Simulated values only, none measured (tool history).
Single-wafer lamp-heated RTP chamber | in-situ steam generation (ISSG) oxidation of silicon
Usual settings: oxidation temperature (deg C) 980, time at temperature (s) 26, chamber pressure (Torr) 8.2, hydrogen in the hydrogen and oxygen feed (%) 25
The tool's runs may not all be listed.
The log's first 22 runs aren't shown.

| run | day | oxidation temperature (deg C) | time at temperature (s) | chamber pressure (Torr) | hydrogen in the hydrogen and oxygen feed (%) | wafers since the last listed run | wafers since the last pyrometer calibration | hours since the pressure gauge was zeroed | hours since the hydrogen flow controller was replaced | hours since the gauge calibration | read-back reference wafer on the same gauge, thickness | oxide thickness on the monitor wafer (Å) |
|---|---|---|---|---|---|---|---|---|---|---|---|---|
| 23 | 25.808 | 980 | 26 | 8.2 | 25 | 254 | 1194 | 525.2 | 311.9 | 479.6 | 7.396 | 65.36 |
| 24 | 27.029 | 980 | 26 | 8.2 | 25 | 346 | 1541 | 554.5 | 341.2 | 508.9 | 7.427 | 64.83 |
| 25 | 27.529 | 980 | 20 | 8.2 | 25 | 142 | 1683 | 566.5 | 353.2 | 520.9 | 7.416 | 57.90 |
| 26 | 28.154 | 980 | 18 | 8.2 | 20 | 177 | 1860 | 581.5 | 368.2 | 535.9 | 7.402 | 52.34 |
| 27 | 29.254 | 980 | 26 | 9.3 | 25 | 312 | 2173 | 607.9 | 394.6 | 562.3 | 7.404 | 64.75 |
| 28 | 30.688 | 980 | 26 | 8.2 | 25 | 407 | 2580 | 642.3 | 429.0 | 596.7 | 7.426 | 66.40 |
| 29 | 31.425 | 972 | 16 | 9.4 | 25 | 209 | 2789 | 660.0 | 446.7 | 614.4 | 7.421 | 51.09 |
| 30 | 31.979 | 980 | 21 | 8.2 | 32 | 157 | 2947 | 673.3 | 460.0 | 627.7 | 7.416 | 64.35 |
| 31 | 33.425 | 980 | 26 | 8.9 | 29 | 410 | 3357 | 708.0 | 494.7 | 662.4 | 7.400 | 68.32 |
| 32 | 34.033 | 980 | 26 | 8.2 | 29 | 172 | 3530 | 722.6 | 509.3 | 677.0 | 7.389 | 68.57 |

3 ways to go on from here, each from the tool as it stands after run 32. What would each give?
| A | 34.050 | 980 | 26 | 8.2 | 32 | 4 | 3535 | 723.0 | 509.7 | 677.4 | ? | ? |
| B | 34.050 | 980 | 26 | 7.6 | 16 | 4 | 3535 | 723.0 | 509.7 | 677.4 | ? | ? |
| C | 34.050 | 966 | 26 | 7.7 | 25 | 4 | 3535 | 723.0 | 509.7 | 677.4 | ? | ? |

| run | read-back reference wafer on the same gauge, thickness | oxide thickness on the monitor wafer (Å) |
|---|---|---|
| A | 7.426 | 70.34 |
| B | 7.426 | 59.87 |
| C | 7.426 | 62.75 |
Without the tool's hidden state the same runs would have given:
| run | oxide thickness on the monitor wafer (Å) |
|---|---|
| A | 67.81 |
| B | 57.74 |
| C | 60.67 |

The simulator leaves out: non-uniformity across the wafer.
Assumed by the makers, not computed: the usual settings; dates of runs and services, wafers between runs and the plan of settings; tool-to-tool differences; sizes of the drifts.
